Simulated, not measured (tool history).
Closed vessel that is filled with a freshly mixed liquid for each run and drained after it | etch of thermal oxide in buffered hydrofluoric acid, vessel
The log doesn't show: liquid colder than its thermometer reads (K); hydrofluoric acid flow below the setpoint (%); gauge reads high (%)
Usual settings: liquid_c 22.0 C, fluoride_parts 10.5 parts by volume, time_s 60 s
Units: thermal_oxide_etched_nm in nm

run	hour	liquid_c	fluoride_parts	time_s	wafers since the last listed run	hours since the thermometer was replaced	hours since the hydrofluoric acid flow meter was replaced	hours since the gauge calibration	read-back film thickness of the thermal oxide reference wafer, read on the same gauge (nm)	thermal_oxide_etched_nm
1	0.0	22.0	10.5	60	0	997.4	396.5	271.4	140.00	61.34
2	19.3	22.0	10.5	60	1848	1016.7	415.8	290.7	139.99	61.13
3	32.6	24.0	10.5	60	1273	1030.0	429.1	304.0	140.03	68.53
4	49.9	24.0	10.5	60	1656	1047.3	446.4	321.3	139.98	67.57
5	65.2	22.0	10.5	60	1465	1062.6	461.7	336.6	140.02	60.62
6	88.8	22.0	10.5	60	2260	1086.2	485.3	360.2	140.02	59.71
7	104.6	22.0	10.5	60	1513	1102.0	501.1	376.0	140.02	61.27
8	134.9	21.0	10.5	75	2901	1132.3	531.4	406.3	140.00	72.62
9	155.9	22.0	10.5	60	2011	1153.3	552.4	427.3	140.00	60.91
# hour 204.4: thermometer replaced
10	215.6	22.0	10.5	60	5621	11.2	612.1	487.0	140.01	61.12
11	246.0	22.0	10.5	60	2911	41.6	642.5	517.4	139.99	61.43
12	270.7	22.0	10.5	70	2365	66.3	667.2	542.1	140.02	71.16
13	335.0	22.0	10.5	60	6157	130.6	731.5	606.4	140.04	60.58
14	367.3	17.5	10.5	60	3093	162.9	763.8	638.7	139.99	46.81
15	393.8	22.0	8.0	30	2537	189.4	790.3	665.2	139.99	38.87
16	421.0	22.0	10.5	60	2604	216.6	817.5	692.4	140.01	61.00
# hour 441.6: hydrofluoric acid flow meter replaced
# hour 448.1: gauge calibrated
17	455.1	22.0	10.5	60	3169	250.7	13.5	7.0	140.01	60.85
18	469.4	22.0	10.5	60	1369	265.0	27.8	21.3	140.01	60.84
19	503.4	22.0	10.5	60	3256	299.0	61.8	55.3	139.98	60.67
20	532.0	23.5	13.0	60	2739	327.6	90.4	83.9	139.99	54.00
21	556.6	27.0	13.0	85	2355	352.2	115.0	108.5	139.97	91.92
22	579.8	17.5	12.0	45	2221	375.4	138.2	131.7	140.02	31.26
23	599.3	26.5	10.5	80	1867	394.9	157.7	151.2	140.02	103.99
24	621.0	25.0	7.5	40	2078	416.6	179.4	172.9	140.01	65.63
25	641.9	22.0	13.5	60	2001	437.5	200.3	193.8	139.99	48.08
26	658.9	25.5	7.0	95	1628	454.5	217.3	210.8	139.99	171.22
27	692.2	22.0	10.5	60	3189	487.8	250.6	244.1	140.01	60.84
28	713.9	22.0	8.0	40	2078	509.5	272.3	265.8	139.98	51.70
29	728.3	22.0	13.0	60	1379	523.9	286.7	280.2	140.00	49.57
30	747.4	22.0	12.5	40	1829	543.0	305.8	299.3	139.99	34.25
31	778.2	24.0	10.5	60	2949	573.8	336.6	330.1	139.98	68.03
32	808.5	26.5	7.0	80	2901	604.1	366.9	360.4	140.00	151.01

The tool's hidden state at each run:
liquid colder than its thermometer reads (K): 0 in every run
hydrofluoric acid flow below the setpoint (%): 0 in every run
gauge reads high (%): 0 in every run
